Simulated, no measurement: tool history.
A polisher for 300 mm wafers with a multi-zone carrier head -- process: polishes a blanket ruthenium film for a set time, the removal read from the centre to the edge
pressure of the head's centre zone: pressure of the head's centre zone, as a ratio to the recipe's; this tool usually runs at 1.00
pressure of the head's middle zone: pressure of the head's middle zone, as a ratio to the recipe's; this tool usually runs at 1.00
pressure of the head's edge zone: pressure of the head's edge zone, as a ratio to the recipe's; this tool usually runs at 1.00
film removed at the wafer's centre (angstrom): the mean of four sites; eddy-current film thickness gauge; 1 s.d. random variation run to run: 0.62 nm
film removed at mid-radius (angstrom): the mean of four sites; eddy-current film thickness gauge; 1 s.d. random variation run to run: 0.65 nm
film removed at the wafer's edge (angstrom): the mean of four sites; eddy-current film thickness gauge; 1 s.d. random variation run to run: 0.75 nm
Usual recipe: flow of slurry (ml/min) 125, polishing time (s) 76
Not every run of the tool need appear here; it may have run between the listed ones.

run	hour	flow of slurry (ml/min)	pressure of the head's centre zone	pressure of the head's middle zone	pressure of the head's edge zone	polishing time (s)	wafers since the last listed run	wafers polished on this pad	hours since the slurry nozzle was cleaned	hours since the centre zone pressure was calibrated	hours since the edge zone pressure was calibrated	hours since the carrier head's membrane was replaced	incoming thickness of the incoming film, nm	film removed at the wafer's centre (angstrom)	film removed at mid-radius (angstrom)	film removed at the wafer's edge (angstrom)
1	0.0	125	1.07	1.06	1.00	76	0	788	217.2	229.9	1239.2	1170.4	336.1	636	626	608
2	13.7	125	1.07	1.06	1.00	76	129	917	230.9	243.6	1252.9	1184.1	337.9	629	635	585
3	43.9	125	1.00	0.97	1.00	76	284	1201	261.1	273.8	1283.1	1214.3	338.7	591	580	590
4	75.9	125	1.00	1.00	1.00	76	301	1502	293.1	305.8	1315.1	1246.3	336.2	568	593	605
# hour 82.2: worn pad replaced by a new one
# hour 85.6: slurry nozzle cleaned
5	110.9	125	1.00	1.00	1.00	65	282	260	25.3	340.8	1350.1	1281.3	337.5	536	534	523
6	199.1	125	1.00	1.00	1.00	55	830	1091	113.5	429.0	1438.3	1369.5	340.7	444	451	437
# hour 212.2: worn pad replaced by a new one
# hour 215.5: edge zone pressure recalibrated
7	216.1	125	1.00	1.00	1.00	55	103	17	130.5	446.0	0.6	1386.5	345.7	442	442	449
8	282.3	125	1.00	1.00	1.00	55	623	641	196.7	512.2	66.8	1452.7	345.5	438	435	445
9	309.9	125	1.00	1.00	1.00	76	259	901	224.3	539.8	94.4	1480.3	341.4	597	603	607
10	331.0	125	1.00	1.00	1.00	76	198	1100	245.4	560.9	115.5	1501.4	342.9	596	602	596
# hour 347.3: worn pad replaced by a new one
# hour 361.2: centre zone pressure recalibrated
11	405.4	125	1.10	1.00	0.89	52	644	528	319.8	44.2	189.9	1575.8	340.4	440	405	389
12	422.6	125	0.94	1.00	1.00	76	162	690	337.0	61.4	207.1	1593.0	339.7	537	583	600
# hour 457.2: slurry nozzle cleaned
13	473.3	125	1.12	1.07	1.00	76	468	1158	16.1	112.1	257.8	1643.7	346.6	707	672	616
# hour 483.2: worn pad replaced by a new one
14	493.7	125	1.00	1.06	1.00	76	154	98	36.5	132.5	278.2	1664.1	340.8	615	652	627
15	520.0	125	1.00	1.00	1.00	69	247	346	62.8	158.8	304.5	1690.4	335.8	559	562	560
16	546.6	110	1.00	1.08	1.04	76	250	596	89.4	185.4	331.1	1717.0	336.3	595	645	614
# hour 571.6: carrier head's membrane replaced by a new one
17	576.0	125	1.00	1.10	1.00	76	229	826	118.8	214.8	360.5	4.4	333.0	619	655	610
18	590.2	125	1.00	0.89	1.00	76	133	960	133.0	229.0	374.7	18.6	339.9	610	562	614
# hour 638.1: worn pad replaced by a new one
19	654.8	125	1.00	1.00	1.00	76	570	157	197.6	293.6	439.3	83.2	346.3	592	605	603
20	674.9	125	0.96	1.11	1.03	54	189	346	217.7	313.7	459.4	103.3	336.5	402	465	435
21	693.2	125	0.89	1.00	1.00	76	172	518	236.0	332.0	477.7	121.6	346.7	529	606	606
22	725.3	125	1.00	1.00	1.00	65	302	821	268.1	364.1	509.8	153.7	341.7	501	510	515

Forecast each of these 4 alternatives for the next run:
A	725.7	125	1.00	1.00	1.00	76	3	825	268.5	364.5	510.2	154.1	333.1	?	?	?
B	725.7	125	0.92	0.90	1.00	76	3	825	268.5	364.5	510.2	154.1	333.1	?	?	?
C	725.7	170	1.00	1.00	1.00	76	3	825	268.5	364.5	510.2	154.1	333.1	?	?	?
D	725.7	125	1.00	1.06	1.07	76	3	825	268.5	364.5	510.2	154.1	333.1	?	?	?

run	film removed at the wafer's centre (angstrom)	film removed at mid-radius (angstrom)	film removed at the wafer's edge (angstrom)
A	585	606	608
B	538	555	609
C	624	640	632
D	586	636	628
With no hidden state in the tool, these same runs would have given:
run	film removed at the wafer's centre (angstrom)	film removed at mid-radius (angstrom)	film removed at the wafer's edge (angstrom)
A	631	646	636
B	579	592	636
C	663	675	656
D	631	678	657
